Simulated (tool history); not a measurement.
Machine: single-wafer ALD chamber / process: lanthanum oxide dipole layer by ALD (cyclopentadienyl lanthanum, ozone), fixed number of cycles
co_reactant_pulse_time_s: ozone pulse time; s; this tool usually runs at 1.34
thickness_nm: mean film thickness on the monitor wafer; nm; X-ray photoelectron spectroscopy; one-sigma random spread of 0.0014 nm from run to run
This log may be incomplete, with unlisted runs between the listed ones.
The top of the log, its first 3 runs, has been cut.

run   hour  co_reactant_pulse_time_s  read-back reference wafer on the same gauge, thickness_nm  thickness_nm
  4     70                      1.53                                                      0.555         0.526
      92.8  -- thermocouple changed; heater temperature recalibrated
  5  105.1                      1.34                                                      0.555         0.506
  6    126                      1.34                                                      0.555         0.502
  7    155                      1.34                                                      0.555         0.502
  8  173.9                      1.04                                                      0.555         0.451
  9  200.7                      1.04                                                      0.555         0.448
 10  221.1                      1.51                                                      0.555         0.519
 11  234.4                      1.62                                                      0.555         0.524
 12  264.4                      1.34                                                      0.555           0.5
 13  277.8                      1.34                                                      0.555         0.497
     327.3  -- showerhead replaced
 14  369.2                      0.96                                                      0.555          0.42
 15  401.8                      1.55                                                      0.555         0.519
     417.1  -- ozone generator serviced
 16  433.3                      1.34                                                      0.555         0.512
 17  460.6                      1.14                                                      0.555         0.487
 18  483.8                      1.05                                                      0.555         0.469
 19  507.6                      1.34                                                      0.555          0.51
 20  534.1                      1.85                                                      0.555         0.542
 21  557.6                      1.49                                                      0.555         0.523
 22  584.2                      1.63                                                      0.555         0.531
 23  620.1                      1.11                                                      0.555         0.474
 24  647.3                      0.83                                                      0.555         0.396
 25  670.1                      1.66                                                      0.555         0.529
 26  686.9                         1                                                      0.555         0.447

Run 27 has not been measured yet. What should we expect?
 27  699.3                      1.34                                                          ?             ?

read-back reference wafer on the same gauge, thickness_nm: 0.555
thickness_nm: 0.505 nm
With the hidden condition absent and the run-to-run variation left alone, this run would have shown thickness_nm 0.513 nm.

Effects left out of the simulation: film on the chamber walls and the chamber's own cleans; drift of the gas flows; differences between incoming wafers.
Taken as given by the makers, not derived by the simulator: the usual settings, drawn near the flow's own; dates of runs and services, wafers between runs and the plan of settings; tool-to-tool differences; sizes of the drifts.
